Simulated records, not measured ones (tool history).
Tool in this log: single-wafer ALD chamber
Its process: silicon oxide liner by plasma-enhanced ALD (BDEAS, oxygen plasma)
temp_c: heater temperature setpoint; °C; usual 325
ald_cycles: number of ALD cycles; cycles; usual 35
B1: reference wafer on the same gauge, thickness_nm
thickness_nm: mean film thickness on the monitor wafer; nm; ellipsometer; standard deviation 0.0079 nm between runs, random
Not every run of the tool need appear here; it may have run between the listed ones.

run 1 day=0 | temp_c=325 ald_cycles=35 | B1=3.61 | thickness_nm=3.154
run 2 day=2.325 | temp_c=325 ald_cycles=35 | B1=3.609 | thickness_nm=3.156
run 3 day=4 | temp_c=325 ald_cycles=35 | B1=3.609 | thickness_nm=3.145
run 4 day=5.542 | temp_c=325 ald_cycles=35 | B1=3.609 | thickness_nm=3.153
run 5 day=7.688 | temp_c=325 ald_cycles=35 | B1=3.61 | thickness_nm=3.166
run 6 day=9.15 | temp_c=325 ald_cycles=35 | B1=3.61 | thickness_nm=3.163
run 7 day=11.017 | temp_c=329 ald_cycles=35 | B1=3.61 | thickness_nm=3.142
run 8 day=12.692 | temp_c=329 ald_cycles=35 | B1=3.61 | thickness_nm=3.153
run 9 day=13.971 | temp_c=329 ald_cycles=35 | B1=3.612 | thickness_nm=3.143
run 10 day=15.075 | temp_c=317 ald_cycles=35 | B1=3.61 | thickness_nm=3.196
run 11 day=17.462 | temp_c=317 ald_cycles=35 | B1=3.61 | thickness_nm=3.193
run 12 day=19.742 | temp_c=317 ald_cycles=35 | B1=3.61 | thickness_nm=3.177
run 13 day=22.442 | temp_c=325 ald_cycles=35 | B1=3.61 | thickness_nm=3.156
run 14 day=24.579 | temp_c=325 ald_cycles=35 | B1=3.61 | thickness_nm=3.158
run 15 day=27.221 | temp_c=320 ald_cycles=33 | B1=3.61 | thickness_nm=3.002
run 16 day=30.188 | temp_c=325 ald_cycles=35 | B1=3.609 | thickness_nm=3.163
run 17 day=33.171 | temp_c=315 ald_cycles=40 | B1=3.609 | thickness_nm=3.664
run 18 day=41.692 | temp_c=325 ald_cycles=32 | B1=3.609 | thickness_nm=2.89
run 19 day=43.771 | temp_c=331 ald_cycles=40 | B1=3.608 | thickness_nm=3.565
run 20 day=45 | temp_c=333 ald_cycles=33 | B1=3.61 | thickness_nm=2.955
run 21 day=47.608 | temp_c=318 ald_cycles=37 | B1=3.611 | thickness_nm=3.351
run 22 day=49.383 | temp_c=314 ald_cycles=29 | B1=3.612 | thickness_nm=2.661
run 23 day=51.225 | temp_c=325 ald_cycles=35 | B1=3.61 | thickness_nm=3.156
run 24 day=52.879 | temp_c=330 ald_cycles=42 | B1=3.612 | thickness_nm=3.783
run 25 day=54.029 | temp_c=325 ald_cycles=35 | B1=3.612 | thickness_nm=3.156
run 26 day=55.442 | temp_c=331 ald_cycles=40 | B1=3.612 | thickness_nm=3.561
run 27 day=56.962 | temp_c=325 ald_cycles=42 | B1=3.611 | thickness_nm=3.802
run 28 day=58.504 | temp_c=325 ald_cycles=35 | B1=3.611 | thickness_nm=3.155
run 29 day=60.771 | temp_c=337 ald_cycles=28 | B1=3.611 | thickness_nm=2.487

Withheld: 2 entries from between the runs. Position of each, and hidden state at the listed run before versus the listed run after:
After run 14, before run 15: thermocouple changed; heater temperature recalibrated (day 25.046)
  nothing in the hidden state changes from one run to the other
After run 17, before run 18: gauge calibrated (day 40.525)
  nothing in the hidden state changes from one run to the other
